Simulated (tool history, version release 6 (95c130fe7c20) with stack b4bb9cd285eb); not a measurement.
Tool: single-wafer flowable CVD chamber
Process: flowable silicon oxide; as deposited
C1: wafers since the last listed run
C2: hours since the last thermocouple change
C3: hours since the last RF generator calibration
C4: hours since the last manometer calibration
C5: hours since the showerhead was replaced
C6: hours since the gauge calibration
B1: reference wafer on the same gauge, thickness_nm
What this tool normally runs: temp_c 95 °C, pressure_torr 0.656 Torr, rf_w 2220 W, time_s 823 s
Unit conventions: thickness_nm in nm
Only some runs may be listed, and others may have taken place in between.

Run 1, day 0.000: usual settings but pressure_torr 0.586 Torr; C1 0; C2 1931.9; C3 1077.0; C4 1129.7; C5 6081.2; C6 2493.0; B1 345.261. Result: thickness_nm 368.387 nm.
Run 2, day 2.775: usual settings but pressure_torr 0.586 Torr; C1 111; C2 1998.5; C3 1143.6; C4 1196.3; C5 6147.8; C6 2559.6; B1 345.354. Result: thickness_nm 368.280 nm.
Run 3, day 4.312: usual settings; C1 61; C2 2035.4; C3 1180.5; C4 1233.2; C5 6184.7; C6 2596.5; B1 345.098. Result: thickness_nm 406.605 nm.
Run 4, day 8.067: usual settings; C1 151; C2 2125.5; C3 1270.6; C4 1323.3; C5 6274.8; C6 2686.6; B1 344.582. Result: thickness_nm 408.173 nm.
Run 5, day 12.225: usual settings; C1 167; C2 2225.3; C3 1370.4; C4 1423.1; C5 6374.6; C6 2786.4; B1 344.850. Result: thickness_nm 406.714 nm.
Run 6, day 16.521: usual settings but pressure_torr 0.741 Torr; C1 172; C2 2328.4; C3 1473.5; C4 1526.2; C5 6477.7; C6 2889.5; B1 344.702. Result: thickness_nm 453.290 nm.
At day 19.183: thermocouple changed; heater temperature recalibrated.
Run 7, day 19.883: usual settings but pressure_torr 0.741 Torr; C1 121; C2 16.8; C3 1554.2; C4 1606.9; C5 6558.4; C6 2970.2; B1 344.275. Result: thickness_nm 454.106 nm.
Run 8, day 22.817: usual settings; C1 117; C2 87.2; C3 1624.6; C4 1677.3; C5 6628.8; C6 3040.6; B1 344.093. Result: thickness_nm 406.057 nm.
Run 9, day 25.975: usual settings but temp_c 88 °C, time_s 960 s; C1 127; C2 163.0; C3 1700.4; C4 1753.1; C5 6704.6; C6 3116.4; B1 343.966. Result: thickness_nm 595.344 nm.
At day 27.375: capacitance manometer re-zeroed and calibrated.
At day 27.712: RF generator calibrated.
At day 28.192: gauge calibrated.
Run 10, day 29.738: usual settings but temp_c 81 °C, pressure_torr 0.498 Torr, rf_w 2610 W; C1 124; C2 253.3; C3 48.6; C4 56.7; C5 6794.9; C6 37.1; B1 349.476. Result: thickness_nm 511.212 nm.
Run 11, day 33.308: usual settings; C1 143; C2 339.0; C3 134.3; C4 142.4; C5 6880.6; C6 122.8; B1 349.502. Result: thickness_nm 414.067 nm.
Run 12, day 37.704: usual settings but rf_w 1950 W, time_s 877 s; C1 176; C2 444.5; C3 239.8; C4 247.9; C5 6986.1; C6 228.3; B1 349.784. Result: thickness_nm 428.902 nm.
At day 40.471: showerhead replaced.
Run 13, day 41.629: usual settings but pressure_torr 0.564 Torr, rf_w 2075 W; C1 144; C2 538.7; C3 334.0; C4 342.1; C5 27.8; C6 322.5; B1 349.048. Result: thickness_nm 357.031 nm.
Run 14, day 48.296: usual settings but pressure_torr 0.598 Torr, rf_w 2435 W, time_s 743 s; C1 268; C2 698.7; C3 494.0; C4 502.1; C5 187.8; C6 482.5; B1 349.017. Result: thickness_nm 346.994 nm.
Run 15, day 51.271: usual settings; C1 119; C2 770.1; C3 565.4; C4 573.5; C5 259.2; C6 553.9; B1 348.832. Result: thickness_nm 410.117 nm.
Run 16, day 54.012: usual settings but temp_c 100 °C; C1 110; C2 835.9; C3 631.2; C4 639.3; C5 325.0; C6 619.7; B1 348.774. Result: thickness_nm 350.914 nm.
Run 17, day 56.804: usual settings but pressure_torr 0.518 Torr, rf_w 1955 W; C1 112; C2 902.9; C3 698.2; C4 706.3; C5 392.0; C6 686.7; B1 348.601. Result: thickness_nm 324.682 nm.
Run 18, day 59.229: usual settings but temp_c 90 °C, time_s 888 s; C1 97; C2 961.1; C3 756.4; C4 764.5; C5 450.2; C6 744.9; B1 348.327. Result: thickness_nm 523.484 nm.
Run 19, day 61.875: usual settings; C1 106; C2 1024.6; C3 819.9; C4 828.0; C5 513.7; C6 808.4; B1 348.656. Result: thickness_nm 411.352 nm.
Run 20, day 64.808: usual settings but temp_c 91 °C, time_s 896 s; C1 117; C2 1095.0; C3 890.3; C4 898.4; C5 584.1; C6 878.8; B1 348.180. Result: thickness_nm 511.732 nm.
Run 21, day 68.567: usual settings but rf_w 1850 W; C1 151; C2 1185.2; C3 980.5; C4 988.6; C5 674.3; C6 969.0; B1 348.116. Result: thickness_nm 394.037 nm.
Run 22, day 73.033: usual settings but temp_c 104 °C, pressure_torr 0.776 Torr, rf_w 2485 W, time_s 686 s; C1 179; C2 1292.4; C3 1087.7; C4 1095.8; C5 781.5; C6 1076.2; B1 347.916. Result: thickness_nm 302.845 nm.
Run 23, day 77.225: usual settings but pressure_torr 0.586 Torr; C1 168; C2 1393.0; C3 1188.3; C4 1196.4; C5 882.1; C6 1176.8; B1 347.847. Result: thickness_nm 371.493 nm.
Run 24, day 79.479: usual settings but temp_c 90 °C, rf_w 1975 W, time_s 864 s; C1 90; C2 1447.1; C3 1242.4; C4 1250.5; C5 936.2; C6 1230.9; B1 347.421. Result: thickness_nm 497.554 nm.
Run 25, day 83.479: usual settings; C1 160; C2 1543.1; C3 1338.4; C4 1346.5; C5 1032.2; C6 1326.9; B1 347.381. Result: thickness_nm 411.545 nm.
Run 26, day 85.867: usual settings but temp_c 84 °C, pressure_torr 0.751 Torr, rf_w 1995 W, time_s 880 s; C1 96; C2 1600.4; C3 1395.7; C4 1403.8; C5 1089.5; C6 1384.2; B1 347.362. Result: thickness_nm 689.562 nm.
Run 27, day 88.246: usual settings but time_s 976 s; C1 95; C2 1657.5; C3 1452.8; C4 1460.9; C5 1146.6; C6 1441.3; B1 347.130. Result: thickness_nm 485.473 nm.
At day 89.088: RF generator calibrated.
Run 28, day 90.996: usual settings; C1 97; C2 1723.5; C3 45.8; C4 1526.9; C5 1212.6; C6 1507.3; B1 347.176. Result: thickness_nm 410.976 nm.

4 options for the next run, each taken on its own from the tool as it stands now. Forecast them:
Run A, day 91.021: usual settings; C1 1; C2 1724.1; C3 46.4; C4 1527.5; C5 1213.2; C6 1507.9; B1 ?. Result: thickness_nm ?.
Run B, day 91.021: usual settings but temp_c 88 °C, pressure_torr 0.764 Torr, time_s 756 s; C1 1; C2 1724.1; C3 46.4; C4 1527.5; C5 1213.2; C6 1507.9; B1 ?. Result: thickness_nm ?.
Run C, day 91.021: usual settings but temp_c 105 °C, pressure_torr 0.724 Torr, rf_w 1890 W, time_s 871 s; C1 1; C2 1724.1; C3 46.4; C4 1527.5; C5 1213.2; C6 1507.9; B1 ?. Result: thickness_nm ?.
Run D, day 91.021: usual settings but temp_c 83 °C, time_s 909 s; C1 1; C2 1724.1; C3 46.4; C4 1527.5; C5 1213.2; C6 1507.9; B1 ?. Result: thickness_nm ?.

run       B1  thickness_nm
  A  347.006       410.119
  B  347.006       543.091
  C  347.006       330.815
  D  347.006       657.165
What these runs would have given with no unlogged condition in the tool:
run  thickness_nm
  A       413.516
  B       547.589
  C       333.554
  D       662.608
